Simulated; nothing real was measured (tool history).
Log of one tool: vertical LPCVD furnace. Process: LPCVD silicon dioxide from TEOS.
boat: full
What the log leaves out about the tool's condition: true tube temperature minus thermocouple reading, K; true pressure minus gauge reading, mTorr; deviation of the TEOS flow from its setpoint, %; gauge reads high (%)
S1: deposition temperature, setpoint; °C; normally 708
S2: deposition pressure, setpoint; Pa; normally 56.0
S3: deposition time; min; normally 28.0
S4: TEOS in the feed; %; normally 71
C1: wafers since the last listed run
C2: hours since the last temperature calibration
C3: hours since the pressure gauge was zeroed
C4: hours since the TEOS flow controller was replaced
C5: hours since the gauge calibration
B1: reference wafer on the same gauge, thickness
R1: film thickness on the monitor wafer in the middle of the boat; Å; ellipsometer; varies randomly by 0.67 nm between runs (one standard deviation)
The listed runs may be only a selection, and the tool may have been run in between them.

Run 1, day 0.000: usual settings; C1 0; C2 1169.4; C3 2290.2; C4 1534.4; C5 23.8; B1 333.86. Result: R1 2953.9 Å.
Run 2, day 1.004: usual settings; C1 446; C2 1193.5; C3 2314.3; C4 1558.5; C5 47.9; B1 334.17. Result: R1 2952.4 Å.
Run 3, day 3.288: usual settings but S3 24.5 min; C1 1016; C2 1248.3; C3 2369.1; C4 1613.3; C5 102.7; B1 333.70. Result: R1 2593.6 Å.
Run 4, day 6.067: usual settings but S3 24.5 min; C1 1236; C2 1315.0; C3 2435.8; C4 1680.0; C5 169.4; B1 334.04. Result: R1 2591.0 Å.
Run 5, day 7.900: usual settings but S3 24.5 min; C1 815; C2 1359.0; C3 2479.8; C4 1724.0; C5 213.4; B1 333.97. Result: R1 2600.7 Å.
Run 6, day 10.471: usual settings; C1 1144; C2 1420.7; C3 2541.5; C4 1785.7; C5 275.1; B1 333.98. Result: R1 2981.9 Å.
Run 7, day 14.721: usual settings but S4 75 %; C1 1891; C2 1522.7; C3 2643.5; C4 1887.7; C5 377.1; B1 334.01. Result: R1 3058.5 Å.
At day 16.600: thermocouples replaced and temperature profile calibrated.
Run 8, day 16.621: usual settings but S4 75 %; C1 400; C2 0.5; C3 2689.1; C4 1933.3; C5 422.7; B1 334.18. Result: R1 3116.0 Å.
Run 9, day 17.579: usual settings but S4 60 %; C1 426; C2 23.5; C3 2712.1; C4 1956.3; C5 445.7; B1 334.13. Result: R1 2777.1 Å.
Run 10, day 20.242: usual settings but S3 19.5 min; C1 1184; C2 87.4; C3 2776.0; C4 2020.2; C5 509.6; B1 334.08. Result: R1 2110.8 Å.
Run 11, day 21.762: usual settings but S3 19.5 min; C1 676; C2 123.9; C3 2812.5; C4 2056.7; C5 546.1; B1 334.13. Result: R1 2108.4 Å.
At day 23.708: thermocouples replaced and temperature profile calibrated, repeated, since the last time left the tool worse.
At day 23.979: TEOS flow controller replaced.
Run 12, day 24.000: usual settings; C1 430; C2 7.0; C3 2866.2; C4 0.5; C5 599.8; B1 333.85. Result: R1 2915.3 Å.
At day 25.608: pressure gauge zeroed.
Run 13, day 27.671: usual settings; C1 1188; C2 95.1; C3 49.5; C4 88.6; C5 687.9; B1 333.97. Result: R1 2915.9 Å.
Run 14, day 28.971: usual settings but S3 23.5 min; C1 578; C2 126.3; C3 80.7; C4 119.8; C5 719.1; B1 334.14. Result: R1 2463.1 Å.
Run 15, day 31.771: usual settings but S1 696 °C, S2 64.7 Pa, S3 35.0 min, S4 66 %; C1 1246; C2 193.5; C3 147.9; C4 187.0; C5 786.3; B1 334.38. Result: R1 2858.4 Å.
Run 16, day 33.092: usual settings but S2 69.3 Pa, S4 57 %; C1 587; C2 225.2; C3 179.6; C4 218.7; C5 818.0; B1 333.94. Result: R1 2902.5 Å.
Run 17, day 34.821: usual settings but S4 65 %; C1 769; C2 266.7; C3 221.1; C4 260.2; C5 859.5; B1 333.83. Result: R1 2792.4 Å.
Run 18, day 37.262: usual settings but S2 68.0 Pa; C1 1086; C2 325.3; C3 279.7; C4 318.8; C5 918.1; B1 334.43. Result: R1 3219.7 Å.
Run 19, day 38.300: usual settings but S4 64 %; C1 461; C2 350.2; C3 304.6; C4 343.7; C5 943.0; B1 334.36. Result: R1 2784.1 Å.
At day 38.446: gauge calibrated.
Run 20, day 40.192: usual settings; C1 841; C2 395.6; C3 350.0; C4 389.1; C5 41.9; B1 333.85. Result: R1 2918.5 Å.
Run 21, day 42.096: usual settings but S1 717 °C, S3 20.0 min; C1 847; C2 441.3; C3 395.7; C4 434.8; C5 87.6; B1 333.81. Result: R1 2562.7 Å.
Run 22, day 44.938: usual settings but S1 699 °C, S4 60 %; C1 1264; C2 509.5; C3 463.9; C4 503.0; C5 155.8; B1 334.45. Result: R1 2184.6 Å.
Run 23, day 46.396: usual settings but S4 58 %; C1 648; C2 544.5; C3 498.9; C4 538.0; C5 190.8; B1 333.96. Result: R1 2642.8 Å.
Run 24, day 47.471: usual settings but S1 703 °C, S3 36.0 min; C1 478; C2 570.3; C3 524.7; C4 563.8; C5 216.6; B1 334.16. Result: R1 3358.9 Å.
Run 25, day 51.596: usual settings but S3 20.5 min; C1 1835; C2 669.3; C3 623.7; C4 662.8; C5 315.6; B1 334.05. Result: R1 2145.6 Å.
Run 26, day 53.375: usual settings; C1 791; C2 712.0; C3 666.4; C4 705.5; C5 358.3; B1 333.95. Result: R1 2932.3 Å.
Run 27, day 54.679: usual settings but S1 720 °C; C1 580; C2 743.3; C3 697.7; C4 736.8; C5 389.6; B1 333.83. Result: R1 3863.9 Å.

What would each run have given without the hidden state, its run-to-run variation left as it was?
run      R1
  1  2911.6
  2  2908.5
  3  2551.5
  4  2544.5
  5  2551.1
  6  2919.9
  7  2985.7
  8  2994.4
  9  2668.7
 10  2028.2
 11  2025.8
 12  2909.7
 13  2910.0
 14  2458.0
 15  2851.6
 16  2895.4
 17  2785.0
 18  3210.1
 19  2775.3
 20  2908.3
 21  2552.9
 22  2174.5
 23  2629.8
 24  3341.2
 25  2131.8
 26  2911.6
 27  3835.6
